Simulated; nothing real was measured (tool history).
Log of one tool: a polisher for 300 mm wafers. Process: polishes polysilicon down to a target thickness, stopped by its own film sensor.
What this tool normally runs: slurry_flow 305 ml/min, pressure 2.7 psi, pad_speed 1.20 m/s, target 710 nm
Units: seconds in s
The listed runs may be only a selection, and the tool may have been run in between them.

run    hour  slurry_flow  pressure  pad_speed  target  incoming thickness of the incoming film, nm  seconds
  1     0.0          305       2.7       1.20     710                                       1270.1     67.0
  2    61.0          305       2.7       1.20     710                                       1268.5     67.3
      141.5  -- head pressure recalibrated
  3   168.5          240       2.7       1.00     710                                       1308.5    100.1
  4   234.2          305       2.7       1.32     710                                       1266.4     67.8
      267.2  -- slurry nozzle cleaned
      350.6  -- worn pad replaced by a new one
  5   387.8          305       2.7       1.20     710                                       1273.9     67.8
  6   448.5          305       2.7       1.20     710                                       1253.8     66.9
  7   540.0          365       2.7       1.20     710                                       1273.8     68.7
  8   613.2          365       2.7       1.20     710                                       1263.0     68.1
      662.3  -- worn pad replaced by a new one
      663.2  -- head pressure recalibrated
  9   671.7          305       2.7       1.20     710                                       1279.3     71.9
 10   717.2          305       2.7       1.20     710                                       1268.1     68.8
      728.8  -- slurry nozzle cleaned
 11   772.9          305       2.7       1.20     710                                       1281.8     72.2
 12   868.6          305       2.7       1.20     710                                       1264.6     71.2
 13   923.3          255       2.0       1.32     599                                       1300.6    106.0
     1005.1  -- worn pad replaced by a new one
 14  1019.5          245       3.4       1.46     564                                       1309.5     63.1
 15  1122.7          305       2.7       1.02     786                                       1270.3     69.4
     1129.4  -- head pressure recalibrated
 16  1199.5          405       2.4       0.82     905                                       1276.8     75.7
 17  1258.5          305       2.7       1.44     908                                       1289.5     41.7
     1298.5  -- worn pad replaced by a new one
     1302.4  -- slurry nozzle cleaned
 18  1333.0          305       3.4       0.80     908                                       1279.0     54.9
 19  1382.4          305       2.7       1.20     710                                       1253.3     66.0
 20  1458.7          305       2.7       1.58     633                                       1273.6     60.1
 21  1579.4          305       2.7       1.20     710                                       1279.2     73.1
     1585.3  -- worn pad replaced by a new one
 22  1640.8          240       2.7       1.00     710                                       1265.9     80.5

Alternative continuations, all from the tool just after run 22; predict every row:
  A  1641.2          410       2.7       1.20     710                                       1295.3        ?
  B  1641.2          375       2.7       1.56     710                                       1295.3        ?
  C  1641.2          345       2.2       1.54     710                                       1295.3        ?

run  seconds
  A     65.4
  B     50.6
  C     60.1
Had the tool no hidden state, the same runs would have come out as:
run  seconds
  A     69.4
  B     53.7
  C     63.8
